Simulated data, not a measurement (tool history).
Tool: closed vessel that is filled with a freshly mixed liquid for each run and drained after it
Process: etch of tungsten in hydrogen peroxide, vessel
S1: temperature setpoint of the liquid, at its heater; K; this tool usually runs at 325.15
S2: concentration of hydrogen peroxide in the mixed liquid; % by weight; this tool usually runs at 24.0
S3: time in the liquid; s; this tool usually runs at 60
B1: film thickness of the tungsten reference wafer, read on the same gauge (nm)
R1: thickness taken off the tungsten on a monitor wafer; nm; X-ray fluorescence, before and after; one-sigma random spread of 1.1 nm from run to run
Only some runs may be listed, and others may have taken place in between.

run     day      S1    S2  S3      B1      R1
  1   0.000  325.15  24.0  60  109.21  197.52
  2   1.962  325.15  24.0  60  108.96  198.77
  3   4.667  329.15  24.0  60  108.65  250.17
  4   6.196  329.15  24.0  60  108.44  249.29
  5  10.175  325.15  24.0  40  107.92  131.19
  6  12.504  325.15  24.0  40  107.57  129.86
  7  14.779  325.15  21.0  45  107.21  136.61
     15.850  -- new drum of peroxide connected
  8  18.796  325.15  21.0  45  106.49  134.90
  9  23.050  325.15  24.0  70  105.70  223.55
     24.988  -- gauge calibrated
 10  26.804  325.15  24.0  70  109.22  232.15
 11  28.921  325.15  24.0  60  109.21  196.93
 12  31.275  325.15  24.0  60  109.16  198.48
 13  33.338  333.15  18.0  75  109.09  345.91
 14  36.042  325.15  26.0  60  108.99  206.17
 15  38.929  325.15  24.0  60  108.80  198.94
     39.600  -- thermometer replaced
 16  43.296  333.15  24.0  80  108.53  422.99
 17  46.242  316.15  17.5  60  108.28   96.37
 18  48.675  315.65  24.0  60  108.02  110.01
 19  52.617  325.15  24.0  40  107.63  130.36
 20  55.083  325.15  29.0  85  107.32  305.64
     55.258  -- new drum of peroxide connected
 21  56.596  321.15  24.0  60  107.17  153.47
     59.004  -- peroxide flow meter replaced
 22  66.583  330.65  24.0  60  105.62  265.70
     68.462  -- gauge calibrated
 23  70.621  325.15  28.5  60  110.61  219.00
 24  73.912  321.65  24.0  35  110.57   94.46

Per-run results on a tool with no hidden state, each run keeping its own random variation:
Hidden state at play: liquid colder than its thermometer reads (K); peroxide flow above the setpoint (%); peroxide weaker than its label (%); gauge reads high (%).
run      R1
  1  198.98
  2  200.63
  3  253.25
  4  252.81
  5  133.71
  6  132.79
  7  140.17
  8  139.32
  9  232.66
 10  233.81
 11  198.37
 12  200.03
 13  348.81
 14  208.11
 15  201.09
 16  428.72
 17   97.89
 18  111.99
 19  133.23
 20  313.21
 21  157.56
 22  276.72
 23  217.78
 24   93.98

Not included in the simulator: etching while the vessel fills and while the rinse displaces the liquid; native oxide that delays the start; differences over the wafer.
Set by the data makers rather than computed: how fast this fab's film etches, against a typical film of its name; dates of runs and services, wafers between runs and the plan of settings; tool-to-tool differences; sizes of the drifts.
